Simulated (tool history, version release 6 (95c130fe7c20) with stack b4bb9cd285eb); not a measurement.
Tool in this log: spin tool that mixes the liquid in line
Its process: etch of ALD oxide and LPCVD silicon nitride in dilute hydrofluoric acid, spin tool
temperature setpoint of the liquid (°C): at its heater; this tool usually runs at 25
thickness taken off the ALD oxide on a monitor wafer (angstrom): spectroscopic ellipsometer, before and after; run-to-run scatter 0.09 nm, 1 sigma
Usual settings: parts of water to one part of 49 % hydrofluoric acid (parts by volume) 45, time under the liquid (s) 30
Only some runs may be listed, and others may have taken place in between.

| run | hour | temperature setpoint of the liquid (°C) | parts of water to one part of 49 % hydrofluoric acid (parts by volume) | time under the liquid (s) | wafers since the last listed run | hours since the thermometer was replaced | hours since the hydrofluoric acid flow meter was replaced | hours since the gauge calibration | read-back film thickness of the ALD oxide reference wafer, read on the same gauge (nm) | thickness taken off the ALD oxide on a monitor wafer (angstrom) |
|---|---|---|---|---|---|---|---|---|---|---|
| 1 | 0 | 25 | 45 | 30 | 0 | 1820.8 | 1857.9 | 54.1 | 49.98 | 134.8 |
| 2 | 23.8 | 25 | 45 | 30 | 179 | 1844.6 | 1881.7 | 77.9 | 50.01 | 134.5 |
| 3 | 53.2 | 25 | 45 | 30 | 221 | 1874 | 1911.1 | 107.3 | 50 | 133.3 |
| 4 | 65.8 | 25 | 45 | 30 | 94 | 1886.6 | 1923.7 | 119.9 | 50.05 | 134 |
| 5 | 85.1 | 25 | 45 | 30 | 145 | 1905.9 | 1943 | 139.2 | 50.03 | 132.3 |
| 6 | 118.1 | 25 | 45 | 30 | 248 | 1938.9 | 1976 | 172.2 | 49.96 | 133 |
| 7 | 137.5 | 25 | 45 | 30 | 145 | 1958.3 | 1995.4 | 191.6 | 49.97 | 132.5 |
| 8 | 160.6 | 25 | 45 | 30 | 173 | 1981.4 | 2018.5 | 214.7 | 50.02 | 133.2 |
|  | 176.4 | hydrofluoric acid flow meter replaced |
| 9 | 189.9 | 23 | 45 | 30 | 212 | 2010.7 | 13.5 | 244 | 50 | 145.1 |
| 10 | 216.9 | 25 | 45 | 30 | 203 | 2037.7 | 40.5 | 271 | 50.01 | 155.7 |
|  | 235.4 | thermometer replaced |
| 11 | 249.1 | 25 | 45 | 30 | 234 | 13.7 | 72.7 | 303.2 | 49.99 | 157 |
|  | 252.5 | gauge calibrated |
| 12 | 265.9 | 25 | 45 | 30 | 126 | 30.5 | 89.5 | 13.4 | 50.04 | 154.7 |
| 13 | 295.3 | 27 | 60 | 15 | 221 | 59.9 | 118.9 | 42.8 | 50.01 | 61.8 |
| 14 | 312.1 | 22 | 65 | 15 | 126 | 76.7 | 135.7 | 59.6 | 50.05 | 46.2 |
| 15 | 336.5 | 29.5 | 55 | 30 | 183 | 101.1 | 160.1 | 84 | 49.99 | 149.1 |
| 16 | 368.6 | 25 | 55 | 30 | 241 | 133.2 | 192.2 | 116.1 | 50.01 | 123.9 |

5 options for the next run, each taken on its own from the tool as it stands now. Forecast them:
| A | 369 | 25 | 65 | 30 | 3 | 133.6 | 192.6 | 116.5 | ? | ? |
| B | 369 | 25 | 30 | 40 | 3 | 133.6 | 192.6 | 116.5 | ? | ? |
| C | 369 | 25 | 45 | 20 | 3 | 133.6 | 192.6 | 116.5 | ? | ? |
| D | 369 | 21 | 30 | 20 | 3 | 133.6 | 192.6 | 116.5 | ? | ? |
| E | 369 | 27 | 45 | 30 | 3 | 133.6 | 192.6 | 116.5 | ? | ? |

| run | read-back film thickness of the ALD oxide reference wafer, read on the same gauge (nm) | thickness taken off the ALD oxide on a monitor wafer (angstrom) |
|---|---|---|
| A | 50.04 | 105.3 |
| B | 50.04 | 319.4 |
| C | 50.04 | 104.3 |
| D | 50.04 | 134.9 |
| E | 50.04 | 169.6 |
With the hidden condition removed and each run's random variation left untouched, the same runs would have given:
| run | thickness taken off the ALD oxide on a monitor wafer (angstrom) |
|---|---|
| A | 107.9 |
| B | 326.8 |
| C | 106.7 |
| D | 138.1 |
| E | 173.6 |

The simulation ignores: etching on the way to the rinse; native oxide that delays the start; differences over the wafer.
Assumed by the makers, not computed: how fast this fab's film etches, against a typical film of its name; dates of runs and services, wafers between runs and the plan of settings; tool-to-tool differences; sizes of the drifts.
